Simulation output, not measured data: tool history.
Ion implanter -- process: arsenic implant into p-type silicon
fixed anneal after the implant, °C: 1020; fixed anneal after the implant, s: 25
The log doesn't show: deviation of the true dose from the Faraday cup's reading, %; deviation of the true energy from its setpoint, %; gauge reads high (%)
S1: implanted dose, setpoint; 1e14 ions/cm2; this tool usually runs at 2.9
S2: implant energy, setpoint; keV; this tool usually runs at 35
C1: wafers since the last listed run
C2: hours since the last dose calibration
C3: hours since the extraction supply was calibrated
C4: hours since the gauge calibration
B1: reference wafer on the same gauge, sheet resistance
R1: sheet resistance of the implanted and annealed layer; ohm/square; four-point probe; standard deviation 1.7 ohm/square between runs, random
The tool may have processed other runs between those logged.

Run 1, hour 0: usual settings but S1 3.54 1e14 ions/cm2, S2 25.5 keV; C1 0; C2 934.8; C3 1934.2; C4 205.1; B1 361.22. Result: R1 284.77 ohm/square.
Run 2, hour 46.3: usual settings; C1 1300; C2 981.1; C3 1980.5; C4 251.4; B1 360.66. Result: R1 317.73 ohm/square.
Run 3, hour 103.2: usual settings; C1 1598; C2 1038; C3 2037.4; C4 308.3; B1 361.04. Result: R1 318.97 ohm/square.
Run 4, hour 143.8: usual settings; C1 1140; C2 1078.6; C3 2078; C4 348.9; B1 361.52. Result: R1 319.65 ohm/square.
Run 5, hour 171.9: usual settings but S1 2.54 1e14 ions/cm2, S2 26 keV; C1 789; C2 1106.7; C3 2106.1; C4 377; B1 361.6. Result: R1 371.78 ohm/square.
At hour 183.9: Faraday cup replaced and dose calibrated.
Run 6, hour 215.1: usual settings but S1 2.54 1e14 ions/cm2, S2 26 keV; C1 988; C2 31.2; C3 2149.3; C4 420.2; B1 360.86. Result: R1 356.56 ohm/square.
Run 7, hour 284.9: usual settings but S1 2.54 1e14 ions/cm2, S2 26 keV; C1 1960; C2 101; C3 2219.1; C4 490; B1 360.69. Result: R1 358.51 ohm/square.
Run 8, hour 315.2: usual settings; C1 851; C2 131.3; C3 2249.4; C4 520.3; B1 360.54. Result: R1 312.37 ohm/square.
Run 9, hour 347.9: usual settings but S1 2.31 1e14 ions/cm2, S2 42.5 keV; C1 918; C2 164; C3 2282.1; C4 553; B1 361.2. Result: R1 357.01 ohm/square.
Run 10, hour 390.5: usual settings but S1 3.31 1e14 ions/cm2, S2 39 keV; C1 1196; C2 206.6; C3 2324.7; C4 595.6; B1 360.56. Result: R1 274.41 ohm/square.
Run 11, hour 450.7: usual settings; C1 1691; C2 266.8; C3 2384.9; C4 655.8; B1 360.47. Result: R1 311.2 ohm/square.
Run 12, hour 490.4: usual settings; C1 1115; C2 306.5; C3 2424.6; C4 695.5; B1 360.83. Result: R1 310.43 ohm/square.
Run 13, hour 518.8: usual settings; C1 797; C2 334.9; C3 2453; C4 723.9; B1 361.63. Result: R1 313.28 ohm/square.
Run 14, hour 558.9: usual settings; C1 1126; C2 375; C3 2493.1; C4 764; B1 360.79. Result: R1 312.91 ohm/square.
Run 15, hour 624.6: usual settings; C1 1845; C2 440.7; C3 2558.8; C4 829.7; B1 360.61. Result: R1 312.11 ohm/square.
Run 16, hour 652.5: usual settings but S2 27.5 keV; C1 783; C2 468.6; C3 2586.7; C4 857.6; B1 360.65. Result: R1 319.46 ohm/square.
Run 17, hour 705.1: usual settings but S1 3.49 1e14 ions/cm2, S2 30 keV; C1 1477; C2 521.2; C3 2639.3; C4 910.2; B1 360.36. Result: R1 278.75 ohm/square.
Run 18, hour 769.6: usual settings but S1 3.75 1e14 ions/cm2; C1 1811; C2 585.7; C3 2703.8; C4 974.7; B1 360.63. Result: R1 258.72 ohm/square.
Run 19, hour 815.4: usual settings; C1 1286; C2 631.5; C3 2749.6; C4 1020.5; B1 361.34. Result: R1 312.04 ohm/square.
Run 20, hour 842.8: usual settings but S1 2.16 1e14 ions/cm2, S2 29 keV; C1 769; C2 658.9; C3 2777; C4 1047.9; B1 361.29. Result: R1 398.19 ohm/square.
Run 21, hour 881.1: usual settings; C1 1075; C2 697.2; C3 2815.3; C4 1086.2; B1 360.94. Result: R1 312.86 ohm/square.
At hour 896.7: extraction supply calibrated.
Run 22, hour 928.6: usual settings but S1 2.66 1e14 ions/cm2, S2 47 keV; C1 1109; C2 744.7; C3 31.9; C4 1133.7; B1 361.16. Result: R1 318.71 ohm/square.
Run 23, hour 971.9: usual settings but S1 3.13 1e14 ions/cm2, S2 47 keV; C1 1216; C2 788; C3 75.2; C4 1177; B1 360.79. Result: R1 285.91 ohm/square.
At hour 993.8: gauge calibrated.
Run 24, hour 1023.5: usual settings but S1 2.6 1e14 ions/cm2; C1 1449; C2 839.6; C3 126.8; C4 29.7; B1 360.38. Result: R1 342.8 ohm/square.
Run 25, hour 1064.9: usual settings but S1 2.18 1e14 ions/cm2, S2 44 keV; C1 1162; C2 881; C3 168.2; C4 71.1; B1 360.8. Result: R1 375.62 ohm/square.

What will run 26 give?
Run 26, hour 1180.9: usual settings but S1 3.6 1e14 ions/cm2, S2 30 keV; C1 3258; C2 997; C3 284.2; C4 187.1; B1 ?. Result: R1 ?.

{"run 26": {"B1": 362.17, "R1": 274.7}}
On a tool with no hidden condition, and with the same random variation, this run would have come out at R1 268.93 ohm/square.

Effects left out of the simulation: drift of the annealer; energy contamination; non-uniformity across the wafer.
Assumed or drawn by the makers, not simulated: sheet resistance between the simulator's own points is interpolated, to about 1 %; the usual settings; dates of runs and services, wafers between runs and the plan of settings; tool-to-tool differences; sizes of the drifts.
